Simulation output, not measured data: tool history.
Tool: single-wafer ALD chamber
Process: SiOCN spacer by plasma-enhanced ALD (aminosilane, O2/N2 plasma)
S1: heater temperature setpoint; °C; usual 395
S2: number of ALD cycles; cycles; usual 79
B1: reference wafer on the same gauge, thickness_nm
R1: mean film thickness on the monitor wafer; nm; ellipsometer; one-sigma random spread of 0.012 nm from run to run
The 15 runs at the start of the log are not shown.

{"run": 16, "day": 13.621, "S1": 395, "S2": 79, "B1": 4.695, "R1": 4.55}
{"run": 17, "day": 14.2, "S1": 395, "S2": 79, "B1": 4.693, "R1": 4.57}
{"run": 18, "day": 15.021, "S1": 395, "S2": 79, "B1": 4.69, "R1": 4.559}
{"run": 19, "day": 15.975, "S1": 402, "S2": 91, "B1": 4.689, "R1": 5.212}
{"run": 20, "day": 16.558, "S1": 402, "S2": 91, "B1": 4.688, "R1": 5.226}
{"run": 21, "day": 17.379, "S1": 395, "S2": 79, "B1": 4.687, "R1": 4.547}
{"run": 22, "day": 18.325, "S1": 395, "S2": 79, "B1": 4.687, "R1": 4.563}
{"run": 23, "day": 19.342, "S1": 383, "S2": 67, "B1": 4.685, "R1": 3.854}
{"run": 24, "day": 20.229, "S1": 386, "S2": 89, "B1": 4.686, "R1": 5.132}
{"run": 25, "day": 23.479, "S1": 395, "S2": 79, "B1": 4.679, "R1": 4.544}
{"run": 26, "day": 24.892, "S1": 381, "S2": 72, "B1": 4.678, "R1": 4.154}
{"run": 27, "day": 27.288, "S1": 404, "S2": 79, "B1": 4.677, "R1": 4.503}
{"run": 28, "day": 28.783, "S1": 404, "S2": 83, "B1": 4.676, "R1": 4.717}
{"run": 29, "day": 30.283, "S1": 387, "S2": 94, "B1": 4.675, "R1": 5.395}
{"run": 30, "day": 31.108, "S1": 395, "S2": 67, "B1": 4.675, "R1": 3.858}
{"run": 31, "day": 32.283, "S1": 395, "S2": 72, "B1": 4.676, "R1": 4.122}
{"run": 32, "day": 33.6, "S1": 381, "S2": 75, "B1": 4.673, "R1": 4.314}
{"run": 33, "day": 35.067, "S1": 395, "S2": 79, "B1": 4.672, "R1": 4.546}
{"day": 36.429, "done": "thermocouple changed; heater temperature recalibrated"}
{"day": 36.433, "done": "gauge calibrated"}
{"run": 34, "day": 36.45, "S1": 399, "S2": 87, "B1": 4.792, "R1": 5.108}

Run 35 has not been measured yet. What should we expect?
{"run": 35, "day": 37.625, "S1": 395, "S2": 79, "B1": "?", "R1": "?"}

{"run 35": {"B1": 4.785, "R1": 4.622}}
Without the tool's hidden state the same run would have given R1 4.620 nm.
